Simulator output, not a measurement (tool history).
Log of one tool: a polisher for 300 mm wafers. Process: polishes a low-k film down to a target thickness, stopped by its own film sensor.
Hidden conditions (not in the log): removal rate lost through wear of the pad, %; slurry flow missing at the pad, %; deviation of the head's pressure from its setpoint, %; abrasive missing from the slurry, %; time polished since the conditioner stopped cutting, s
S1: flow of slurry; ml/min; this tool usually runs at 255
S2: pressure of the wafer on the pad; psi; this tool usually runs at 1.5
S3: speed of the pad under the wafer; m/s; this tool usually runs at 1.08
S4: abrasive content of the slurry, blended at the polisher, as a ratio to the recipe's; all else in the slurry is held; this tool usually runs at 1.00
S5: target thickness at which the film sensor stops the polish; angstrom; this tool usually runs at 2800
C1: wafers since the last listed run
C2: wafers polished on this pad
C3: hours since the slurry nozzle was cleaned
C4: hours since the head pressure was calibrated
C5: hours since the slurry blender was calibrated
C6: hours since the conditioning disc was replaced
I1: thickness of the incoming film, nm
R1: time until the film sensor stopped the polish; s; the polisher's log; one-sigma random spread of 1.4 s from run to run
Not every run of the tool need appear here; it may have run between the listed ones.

run 1 day=0.000 | S1=300 S2=1.5 S3=1.08 S4=1.00 S5=2800 | C1=0 C2=299 C3=461.9 C4=889.6 C5=400.8 C6=96.1 | I1=299.3 | R1=64.7
run 2 day=1.371 | S1=300 S2=1.5 S3=1.08 S4=1.00 S5=2800 | C1=217 C2=517 C3=494.8 C4=922.5 C5=433.7 C6=129.0 | I1=305.1 | R1=87.0
run 3 day=2.479 | S1=255 S2=1.5 S3=1.08 S4=1.00 S5=2800 | C1=176 C2=693 C3=521.4 C4=949.1 C5=460.3 C6=155.6 | I1=296.3 | R1=56.4
-- day=3.842 slurry blender recalibrated
run 4 day=3.862 | S1=230 S2=1.5 S3=1.20 S4=1.00 S5=2800 | C1=206 C2=899 C3=554.6 C4=982.3 C5=0.5 C6=188.8 | I1=302.8 | R1=73.5
run 5 day=5.238 | S1=255 S2=1.5 S3=1.08 S4=1.00 S5=2800 | C1=218 C2=1117 C3=587.6 C4=1015.3 C5=33.5 C6=221.8 | I1=297.0 | R1=57.8
run 6 day=5.804 | S1=255 S2=1.5 S3=1.22 S4=1.00 S5=2800 | C1=89 C2=1207 C3=601.2 C4=1028.9 C5=47.1 C6=235.4 | I1=300.9 | R1=65.4
-- day=6.275 head pressure recalibrated
-- day=6.646 worn pad replaced by a new one
run 7 day=7.550 | S1=255 S2=1.5 S3=1.08 S4=1.15 S5=2800 | C1=237 C2=143 C3=643.1 C4=30.6 C5=89.0 C6=277.3 | I1=300.2 | R1=83.8
-- day=7.838 slurry nozzle cleaned
run 8 day=8.138 | S1=320 S2=1.5 S3=0.96 S4=1.00 S5=2850 | C1=86 C2=230 C3=7.2 C4=44.7 C5=103.1 C6=291.4 | I1=297.3 | R1=56.9
run 9 day=9.192 | S1=255 S2=1.5 S3=1.08 S4=1.00 S5=2800 | C1=167 C2=397 C3=32.5 C4=70.0 C5=128.4 C6=316.7 | I1=303.6 | R1=105.2
-- day=9.779 conditioning disc replaced and pad reconditioned
run 10 day=10.733 | S1=255 S2=1.5 S3=0.76 S4=1.10 S5=2800 | C1=231 C2=629 C3=69.5 C4=107.0 C5=165.4 C6=22.9 | I1=301.1 | R1=112.1
run 11 day=11.883 | S1=255 S2=1.5 S3=1.08 S4=1.00 S5=2800 | C1=182 C2=811 C3=97.1 C4=134.6 C5=193.0 C6=50.5 | I1=299.6 | R1=83.0
-- day=12.467 head pressure recalibrated, repeated, since the last time left the tool worse
run 12 day=12.488 | S1=255 S2=1.5 S3=1.08 S4=1.00 S5=2800 | C1=82 C2=894 C3=111.6 C4=0.5 C5=207.5 C6=65.0 | I1=295.6 | R1=55.8
-- day=13.692 worn pad replaced by a new one
run 13 day=13.875 | S1=255 S2=1.9 S3=0.92 S4=1.00 S5=2860 | C1=193 C2=29 C3=144.9 C4=33.8 C5=240.8 C6=98.3 | I1=303.9 | R1=60.0
run 14 day=14.488 | S1=255 S2=1.5 S3=1.08 S4=1.00 S5=2800 | C1=97 C2=126 C3=159.6 C4=48.5 C5=255.5 C6=113.0 | I1=295.7 | R1=57.7
run 15 day=15.483 | S1=220 S2=1.5 S3=1.36 S4=1.00 S5=2750 | C1=158 C2=284 C3=183.5 C4=72.4 C5=279.4 C6=136.9 | I1=305.0 | R1=92.9
run 16 day=16.004 | S1=255 S2=1.5 S3=1.08 S4=1.00 S5=2800 | C1=82 C2=367 C3=196.0 C4=84.9 C5=291.9 C6=149.4 | I1=296.9 | R1=60.9
run 17 day=16.771 | S1=255 S2=1.1 S3=0.76 S4=1.00 S5=2800 | C1=121 C2=489 C3=214.4 C4=103.3 C5=310.3 C6=167.8 | I1=300.7 | R1=133.2
run 18 day=18.062 | S1=295 S2=1.9 S3=1.08 S4=0.75 S5=2770 | C1=205 C2=694 C3=245.4 C4=134.3 C5=341.3 C6=198.8 | I1=299.4 | R1=74.9
run 19 day=19.300 | S1=205 S2=1.8 S3=0.94 S4=1.00 S5=2800 | C1=196 C2=890 C3=275.1 C4=164.0 C5=371.0 C6=228.5 | I1=297.7 | R1=63.7
run 20 day=19.912 | S1=255 S2=1.5 S3=1.08 S4=1.00 S5=2800 | C1=97 C2=987 C3=289.8 C4=178.7 C5=385.7 C6=243.2 | I1=297.3 | R1=63.9
run 21 day=21.392 | S1=255 S2=1.5 S3=0.80 S4=1.00 S5=2860 | C1=234 C2=1222 C3=325.3 C4=214.2 C5=421.2 C6=278.7 | I1=295.8 | R1=44.6
-- day=21.508 slurry blender recalibrated
-- day=21.679 worn pad replaced by a new one
run 22 day=22.696 | S1=255 S2=1.5 S3=1.08 S4=1.00 S5=2800 | C1=167 C2=161 C3=356.6 C4=245.5 C5=28.5 C6=310.0 | I1=302.3 | R1=79.0
-- day=23.538 conditioning disc replaced and pad reconditioned
run 23 day=23.821 | S1=290 S2=1.2 S3=1.08 S4=0.75 S5=2770 | C1=165 C2=327 C3=383.6 C4=272.5 C5=55.5 C6=6.8 | I1=305.5 | R1=135.7
run 24 day=24.892 | S1=255 S2=1.8 S3=0.98 S4=1.30 S5=2800 | C1=170 C2=497 C3=409.3 C4=298.2 C5=81.2 C6=32.5 | I1=296.6 | R1=50.7
run 25 day=26.338 | S1=205 S2=1.5 S3=1.08 S4=1.10 S5=2800 | C1=229 C2=726 C3=444.0 C4=332.9 C5=115.9 C6=67.2 | I1=303.5 | R1=81.4
run 26 day=27.371 | S1=255 S2=1.1 S3=1.08 S4=0.75 S5=2800 | C1=164 C2=890 C3=468.8 C4=357.7 C5=140.7 C6=92.0 | I1=302.4 | R1=115.6

Consider 3 possible next runs. They are alternatives, not a sequence: every one starts from the tool as it was left by run 26. What does each give?
run A day=27.388 | S1=255 S2=1.5 S3=1.28 S4=1.00 S5=2800 | C1=2 C2=893 C3=469.2 C4=358.1 C5=141.1 C6=92.4 | I1=295.9 | R1=?
run B day=27.388 | S1=255 S2=1.5 S3=1.08 S4=0.70 S5=2800 | C1=2 C2=893 C3=469.2 C4=358.1 C5=141.1 C6=92.4 | I1=295.9 | R1=?
run C day=27.388 | S1=255 S2=1.5 S3=1.08 S4=1.00 S5=2820 | C1=2 C2=893 C3=469.2 C4=358.1 C5=141.1 C6=92.4 | I1=295.9 | R1=?

run=A R1=49.3
run=B R1=64.8
run=C R1=49.3
What these runs would have given with no unlogged condition in the tool:
run=A R1=52.1
run=B R1=68.5
run=C R1=52.2
